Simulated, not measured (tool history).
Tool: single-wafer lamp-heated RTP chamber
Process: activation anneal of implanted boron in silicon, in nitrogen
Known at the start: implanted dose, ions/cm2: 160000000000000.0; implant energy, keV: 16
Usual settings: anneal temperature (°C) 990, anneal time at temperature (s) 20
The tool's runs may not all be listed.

run,hour,anneal temperature (°C),anneal time at temperature (s),"read-back reference wafer on the same gauge, sheet resistance",sheet resistance of the implanted and annealed layer (ohm/square)
1,0.0,973,15,624.89,573.99
2,67.0,973,15,625.09,570.53
3,166.7,990,13,625.13,561.81
# hour 219.1: pyrometer window cleaned and pyrometer calibrated
4,254.3,990,13,624.99,564.31
5,290.4,990,12,624.85,565.71
6,394.6,990,20,625.05,561.03
7,490.4,990,20,624.97,560.14
# hour 542.3: pyrometer window cleaned and pyrometer calibrated
# hour 563.1: gauge calibrated
8,565.7,990,20,624.91,562.71
9,626.1,990,20,624.88,560.37
10,729.3,1002,20,624.84,558.78
11,790.6,990,20,625.15,560.70
# hour 827.0: pyrometer window cleaned and pyrometer calibrated
# hour 865.8: reflector plate cleaned
12,893.9,1005,27,625.09,558.70
13,949.7,1016,28,624.81,557.00
14,1023.3,1005,26,625.01,556.87
# hour 1128.2: pyrometer window cleaned and pyrometer calibrated
15,1128.7,990,20,624.99,562.30
16,1177.5,990,14,625.16,563.57
17,1226.1,990,20,625.20,562.33
18,1272.6,1008,11,625.03,559.24
19,1338.2,1008,20,624.96,558.42
20,1424.8,990,20,625.08,559.76
# hour 1461.7: pyrometer window cleaned and pyrometer calibrated
21,1500.0,1004,28,624.94,558.20

The tool's hidden state at each run:
wafer temperature error from the tarnished reflector plate, K: 0 in every run
gauge reads high (%): 0 in every run
H1: true wafer temperature minus pyrometer reading, K
run,H1
1,3.69
2,6.37
3,10.4
4,1.93
5,3.38
6,7.55
7,11.4
8,2.63
9,5.05
10,9.18
11,11.6
12,4.59
13,6.82
14,9.77
15,1.26
16,3.21
17,5.15
18,7.01
19,9.64
20,13.1
21,1.74
